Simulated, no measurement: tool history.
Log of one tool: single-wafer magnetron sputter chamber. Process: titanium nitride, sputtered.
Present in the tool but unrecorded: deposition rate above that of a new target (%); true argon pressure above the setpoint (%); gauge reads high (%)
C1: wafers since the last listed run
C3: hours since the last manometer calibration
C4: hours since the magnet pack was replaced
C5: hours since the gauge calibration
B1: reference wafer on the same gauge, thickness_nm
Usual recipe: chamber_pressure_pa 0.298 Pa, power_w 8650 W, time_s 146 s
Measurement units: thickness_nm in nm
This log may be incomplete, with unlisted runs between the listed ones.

Run 1, hour 0.0: usual settings; C1 0; wafers on the sputter target 4402; C3 1074.3; C4 9728.9; C5 1392.5; B1 298.418. Result: thickness_nm 247.281 nm.
Run 2, hour 95.6: usual settings but chamber_pressure_pa 0.251 Pa; C1 644; wafers on the sputter target 5046; C3 1169.9; C4 9824.5; C5 1488.1; B1 297.931. Result: thickness_nm 249.462 nm.
Run 3, hour 178.0: usual settings but time_s 129 s; C1 555; wafers on the sputter target 5601; C3 1252.3; C4 9906.9; C5 1570.5; B1 298.005. Result: thickness_nm 215.537 nm.
Run 4, hour 258.4: usual settings but time_s 129 s; C1 541; wafers on the sputter target 6143; C3 1332.7; C4 9987.3; C5 1650.9; B1 297.590. Result: thickness_nm 215.427 nm.
Run 5, hour 335.3: usual settings but chamber_pressure_pa 0.245 Pa; C1 518; wafers on the sputter target 6661; C3 1409.6; C4 10064.2; C5 1727.8; B1 297.986. Result: thickness_nm 247.682 nm.
At hour 407.8: magnet pack replaced.
At hour 441.3: sputter target and shields replaced.
Run 6, hour 442.0: usual settings; C1 611; wafers on the sputter target 4; C3 1516.3; C4 34.2; C5 1834.5; B1 297.834. Result: thickness_nm 250.319 nm.
Run 7, hour 521.1: usual settings but power_w 7600 W; C1 533; wafers on the sputter target 537; C3 1595.4; C4 113.3; C5 1913.6; B1 298.246. Result: thickness_nm 217.708 nm.
Run 8, hour 598.0: usual settings but power_w 7600 W; C1 518; wafers on the sputter target 1055; C3 1672.3; C4 190.2; C5 1990.5; B1 297.511. Result: thickness_nm 217.272 nm.
Run 9, hour 658.8: usual settings but power_w 7600 W; C1 409; wafers on the sputter target 1465; C3 1733.1; C4 251.0; C5 2051.3; B1 297.919. Result: thickness_nm 217.846 nm.
Run 10, hour 740.2: usual settings but power_w 9150 W, time_s 162 s; C1 548; wafers on the sputter target 2014; C3 1814.5; C4 332.4; C5 2132.7; B1 297.884. Result: thickness_nm 291.187 nm.
Run 11, hour 788.8: usual settings but power_w 7950 W; C1 327; wafers on the sputter target 2341; C3 1863.1; C4 381.0; C5 2181.3; B1 297.625. Result: thickness_nm 226.543 nm.
Run 12, hour 883.6: usual settings but power_w 7950 W; C1 638; wafers on the sputter target 2980; C3 1957.9; C4 475.8; C5 2276.1; B1 297.763. Result: thickness_nm 228.003 nm.
Run 13, hour 920.0: usual settings but time_s 158 s; C1 245; wafers on the sputter target 3225; C3 1994.3; C4 512.2; C5 2312.5; B1 297.967. Result: thickness_nm 266.872 nm.
Run 14, hour 967.7: usual settings but chamber_pressure_pa 0.219 Pa, power_w 7250 W, time_s 120 s; C1 321; wafers on the sputter target 3547; C3 2042.0; C4 559.9; C5 2360.2; B1 298.120. Result: thickness_nm 175.164 nm.
Run 15, hour 1021.0: usual settings but chamber_pressure_pa 0.209 Pa; C1 359; wafers on the sputter target 3906; C3 2095.3; C4 613.2; C5 2413.5; B1 297.822. Result: thickness_nm 254.151 nm.
Run 16, hour 1076.4: usual settings but time_s 164 s; C1 373; wafers on the sputter target 4279; C3 2150.7; C4 668.6; C5 2468.9; B1 297.219. Result: thickness_nm 274.095 nm.
Run 17, hour 1141.1: usual settings but time_s 133 s; C1 435; wafers on the sputter target 4715; C3 2215.4; C4 733.3; C5 2533.6; B1 298.292. Result: thickness_nm 221.727 nm.
Run 18, hour 1245.9: usual settings; C1 706; wafers on the sputter target 5421; C3 2320.2; C4 838.1; C5 2638.4; B1 298.301. Result: thickness_nm 244.006 nm.
Run 19, hour 1341.9: usual settings but chamber_pressure_pa 0.345 Pa, power_w 7000 W, time_s 128 s; C1 646; wafers on the sputter target 6068; C3 2416.2; C4 934.1; C5 2734.4; B1 297.627. Result: thickness_nm 169.369 nm.
Run 20, hour 1436.4: usual settings but chamber_pressure_pa 0.217 Pa, power_w 7700 W; C1 636; wafers on the sputter target 6705; C3 2510.7; C4 1028.6; C5 2828.9; B1 298.155. Result: thickness_nm 221.186 nm.
Run 21, hour 1488.4: usual settings but power_w 6600 W, time_s 160 s; C1 350; wafers on the sputter target 7055; C3 2562.7; C4 1080.6; C5 2880.9; B1 298.544. Result: thickness_nm 198.931 nm.
Run 22, hour 1529.8: usual settings but chamber_pressure_pa 0.387 Pa, power_w 7100 W, time_s 173 s; C1 278; wafers on the sputter target 7334; C3 2604.1; C4 1122.0; C5 2922.3; B1 297.862. Result: thickness_nm 226.734 nm.
Run 23, hour 1603.6: usual settings; C1 497; wafers on the sputter target 7832; C3 2677.9; C4 1195.8; C5 2996.1; B1 297.977. Result: thickness_nm 236.821 nm.
At hour 1635.8: sputter target and shields replaced.
Run 24, hour 1673.7: usual settings but chamber_pressure_pa 0.346 Pa, power_w 9700 W, time_s 128 s; C1 418; wafers on the sputter target 255; C3 2748.0; C4 1265.9; C5 3066.2; B1 298.217. Result: thickness_nm 241.170 nm.
At hour 1770.0: gauge calibrated.
Run 25, hour 1780.0: usual settings but power_w 7950 W; C1 716; wafers on the sputter target 971; C3 2854.3; C4 1372.2; C5 10.0; B1 298.194. Result: thickness_nm 228.488 nm.
Run 26, hour 1866.6: usual settings but power_w 10150 W, time_s 127 s; C1 583; wafers on the sputter target 1555; C3 2940.9; C4 1458.8; C5 96.6; B1 297.580. Result: thickness_nm 253.720 nm.
At hour 1875.3: capacitance manometer re-zeroed and calibrated.
Run 27, hour 1942.9: usual settings but chamber_pressure_pa 0.357 Pa, power_w 7450 W, time_s 173 s; C1 460; wafers on the sputter target 2015; C3 67.6; C4 1535.1; C5 172.9; B1 298.030. Result: thickness_nm 247.821 nm.
Run 28, hour 2024.3: usual settings but chamber_pressure_pa 0.211 Pa, power_w 6900 W, time_s 173 s; C1 548; wafers on the sputter target 2564; C3 149.0; C4 1616.5; C5 254.3; B1 297.791. Result: thickness_nm 241.667 nm.
Run 29, hour 2119.5: usual settings; C1 641; wafers on the sputter target 3205; C3 244.2; C4 1711.7; C5 349.5; B1 298.573. Result: thickness_nm 246.579 nm.
Run 30, hour 2212.6: usual settings but power_w 10050 W, time_s 164 s; C1 627; wafers on the sputter target 3833; C3 337.3; C4 1804.8; C5 442.6; B1 298.167. Result: thickness_nm 319.059 nm.
Run 31, hour 2283.1: usual settings; C1 475; wafers on the sputter target 4308; C3 407.8; C4 1875.3; C5 513.1; B1 298.313. Result: thickness_nm 246.479 nm.
Run 32, hour 2365.8: usual settings but chamber_pressure_pa 0.204 Pa, power_w 7000 W; C1 557; wafers on the sputter target 4865; C3 490.5; C4 1958.0; C5 595.8; B1 298.391. Result: thickness_nm 205.841 nm.
Run 33, hour 2439.7: usual settings; C1 497; wafers on the sputter target 5363; C3 564.4; C4 2031.9; C5 669.7; B1 297.828. Result: thickness_nm 244.657 nm.
Run 34, hour 2508.6: usual settings but chamber_pressure_pa 0.216 Pa, time_s 136 s; C1 464; wafers on the sputter target 5827; C3 633.3; C4 2100.8; C5 738.6; B1 298.378. Result: thickness_nm 233.182 nm.
Run 35, hour 2550.8: usual settings; C1 284; wafers on the sputter target 6111; C3 675.5; C4 2143.0; C5 780.8; B1 298.146. Result: thickness_nm 243.678 nm.

Pick out some run-to-run changes in thickness_nm. Of each, how much would a tool without hidden state show as well, from the settings, what came in and chance, and how much is left for the hidden state and any gauge scatter not in both results compared?
Run 5 -> 6: chamber_pressure_pa 0.245 -> 0.298, magnet pack replaced, sputter target and shields replaced. thickness_nm +2.637 nm: hidden state +7.088, all else -4.451.
Run 13 -> 14: chamber_pressure_pa 0.298 -> 0.219, power_w 8650 -> 7250, time_s 158 -> 120. thickness_nm -91.708 nm: hidden state +0.654, all else -92.362.
Run 14 -> 15: chamber_pressure_pa 0.219 -> 0.209, power_w 7250 -> 8650, time_s 120 -> 146. thickness_nm +78.987 nm: hidden state -1.347, all else +80.334.
Run 18 -> 19: chamber_pressure_pa 0.298 -> 0.345, power_w 8650 -> 7000, time_s 146 -> 128. thickness_nm -74.637 nm: hidden state +0.830, all else -75.467.
Run 19 -> 20: chamber_pressure_pa 0.345 -> 0.217, power_w 7000 -> 7700, time_s 128 -> 146. thickness_nm +51.817 nm: hidden state -2.676, all else +54.493.
Run 23 -> 24: chamber_pressure_pa 0.298 -> 0.346, power_w 8650 -> 9700, time_s 146 -> 128, sputter target and shields replaced. thickness_nm +4.349 nm: hidden state +10.567, all else -6.218.
